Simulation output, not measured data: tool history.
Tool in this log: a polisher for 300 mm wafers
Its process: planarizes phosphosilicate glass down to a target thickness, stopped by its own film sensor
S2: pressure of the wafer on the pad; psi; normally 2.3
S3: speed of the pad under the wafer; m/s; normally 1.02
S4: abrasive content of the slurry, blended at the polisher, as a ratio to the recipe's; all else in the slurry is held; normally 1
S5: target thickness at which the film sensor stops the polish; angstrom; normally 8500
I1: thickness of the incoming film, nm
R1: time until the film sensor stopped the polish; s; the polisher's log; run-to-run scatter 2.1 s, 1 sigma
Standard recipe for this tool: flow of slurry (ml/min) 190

{"run": 1, "day": 0.0, "flow of slurry (ml/min)": 230, "S2": 2.3, "S3": 1.02, "S4": 1, "S5": 8500, "I1": 1431.2, "R1": 113.9}
{"day": 0.433, "done": "slurry nozzle cleaned"}
{"day": 0.975, "done": "conditioning disc replaced and pad reconditioned"}
{"run": 2, "day": 2.325, "flow of slurry (ml/min)": 230, "S2": 2.3, "S3": 1.02, "S4": 1, "S5": 8500, "I1": 1455.4, "R1": 123.9}
{"run": 3, "day": 4.125, "flow of slurry (ml/min)": 190, "S2": 2.3, "S3": 1.02, "S4": 1, "S5": 8500, "I1": 1450.7, "R1": 121.7}
{"run": 4, "day": 6.675, "flow of slurry (ml/min)": 190, "S2": 2.3, "S3": 1.02, "S4": 1, "S5": 8500, "I1": 1447.6, "R1": 122.7}
{"run": 5, "day": 9.596, "flow of slurry (ml/min)": 190, "S2": 2.3, "S3": 1.02, "S4": 1, "S5": 8500, "I1": 1447.3, "R1": 126.5}
{"day": 10.962, "done": "slurry blender recalibrated"}
{"day": 11.262, "done": "worn pad replaced by a new one"}
{"run": 6, "day": 12.275, "flow of slurry (ml/min)": 190, "S2": 2.3, "S3": 1.02, "S4": 1, "S5": 8500, "I1": 1442, "R1": 124.9}
{"day": 12.825, "done": "conditioning disc replaced and pad reconditioned"}
{"run": 7, "day": 14.025, "flow of slurry (ml/min)": 190, "S2": 2.3, "S3": 1.02, "S4": 1, "S5": 8500, "I1": 1441.9, "R1": 123.2}
{"run": 8, "day": 16.504, "flow of slurry (ml/min)": 190, "S2": 2.3, "S3": 1.02, "S4": 1, "S5": 8500, "I1": 1441.8, "R1": 125.7}
{"run": 9, "day": 17.579, "flow of slurry (ml/min)": 190, "S2": 2.3, "S3": 1.02, "S4": 1, "S5": 8500, "I1": 1448.7, "R1": 133.8}
{"day": 19.271, "done": "head pressure recalibrated"}
{"run": 10, "day": 19.742, "flow of slurry (ml/min)": 190, "S2": 2.3, "S3": 1.02, "S4": 1.1, "S5": 8500, "I1": 1462, "R1": 112.7}
{"day": 20.575, "done": "slurry nozzle cleaned"}
{"run": 11, "day": 21.138, "flow of slurry (ml/min)": 190, "S2": 2.3, "S3": 1.02, "S4": 1.1, "S5": 8500, "I1": 1467.6, "R1": 111.9}
{"day": 22.258, "done": "conditioning disc replaced and pad reconditioned"}
{"run": 12, "day": 22.279, "flow of slurry (ml/min)": 190, "S2": 2.3, "S3": 1.02, "S4": 1, "S5": 8500, "I1": 1446.4, "R1": 115.2}
{"day": 23.604, "done": "worn pad replaced by a new one"}
{"run": 13, "day": 24.042, "flow of slurry (ml/min)": 230, "S2": 2.3, "S3": 1.02, "S4": 1, "S5": 8500, "I1": 1435, "R1": 106.6}
{"day": 25.842, "done": "slurry blender recalibrated"}
{"run": 14, "day": 25.95, "flow of slurry (ml/min)": 190, "S2": 2.6, "S3": 0.78, "S4": 0.8, "S5": 10290, "I1": 1446.1, "R1": 97.7}
{"run": 15, "day": 27.475, "flow of slurry (ml/min)": 190, "S2": 2.3, "S3": 1.02, "S4": 0.75, "S5": 8500, "I1": 1438.3, "R1": 132.8}
{"run": 16, "day": 30.071, "flow of slurry (ml/min)": 190, "S2": 2.3, "S3": 1.02, "S4": 1.1, "S5": 8500, "I1": 1448, "R1": 107}
{"day": 33.571, "done": "conditioning disc replaced and pad reconditioned"}
{"day": 34.383, "done": "worn pad replaced by a new one"}
{"run": 17, "day": 36.046, "flow of slurry (ml/min)": 155, "S2": 2.3, "S3": 1.36, "S4": 0.85, "S5": 9720, "I1": 1458.9, "R1": 84.3}
{"run": 18, "day": 37.871, "flow of slurry (ml/min)": 190, "S2": 2.3, "S3": 0.84, "S4": 0.8, "S5": 8500, "I1": 1465.2, "R1": 159.1}
{"run": 19, "day": 40.454, "flow of slurry (ml/min)": 210, "S2": 2.3, "S3": 1.02, "S4": 1, "S5": 9810, "I1": 1460.7, "R1": 89.7}
{"day": 41.554, "done": "slurry nozzle cleaned"}
{"day": 41.554, "done": "slurry blender recalibrated"}
{"run": 20, "day": 42.517, "flow of slurry (ml/min)": 150, "S2": 2.8, "S3": 1.02, "S4": 1, "S5": 10360, "I1": 1474.7, "R1": 72.5}
{"day": 44.475, "done": "worn pad replaced by a new one"}
{"run": 21, "day": 45.167, "flow of slurry (ml/min)": 190, "S2": 2.9, "S3": 1.02, "S4": 1, "S5": 8500, "I1": 1482.5, "R1": 99.3}
{"day": 45.442, "done": "conditioning disc replaced and pad reconditioned"}
{"run": 22, "day": 46.996, "flow of slurry (ml/min)": 190, "S2": 2.3, "S3": 1.02, "S4": 1, "S5": 8500, "I1": 1453.1, "R1": 120.5}
{"run": 23, "day": 48.408, "flow of slurry (ml/min)": 190, "S2": 2.3, "S3": 1.02, "S4": 1, "S5": 7900, "I1": 1442.4, "R1": 133.5}
{"run": 24, "day": 51.0, "flow of slurry (ml/min)": 190, "S2": 2.6, "S3": 0.78, "S4": 0.8, "S5": 10290, "I1": 1462.2, "R1": 106.9}
{"run": 25, "day": 52.621, "flow of slurry (ml/min)": 190, "S2": 2.3, "S3": 1.02, "S4": 1, "S5": 10090, "I1": 1423, "R1": 85.5}

Each row is a separate what-if for the run after 25, all from the same tool condition, not one after another. Results?
{"run": "A", "day": 52.638, "flow of slurry (ml/min)": 190, "S2": 2.3, "S3": 1.02, "S4": 1, "S5": 6710, "I1": 1446.7, "R1": "?"}
{"run": "B", "day": 52.638, "flow of slurry (ml/min)": 190, "S2": 2.3, "S3": 0.72, "S4": 0.9, "S5": 8500, "I1": 1446.7, "R1": "?"}
{"run": "C", "day": 52.638, "flow of slurry (ml/min)": 145, "S2": 2.3, "S3": 1.02, "S4": 1, "S5": 8500, "I1": 1446.7, "R1": "?"}
{"run": "D", "day": 52.638, "flow of slurry (ml/min)": 190, "S2": 2.8, "S3": 1.36, "S4": 0.85, "S5": 8500, "I1": 1446.7, "R1": "?"}

run=A R1=159.3
run=B R1=171.6
run=C R1=128.6
run=D R1=87.7
Had the tool no hidden state, the same runs would have come out as:
run=A R1=145.1
run=B R1=156.4
run=C R1=117.2
run=D R1=79.9
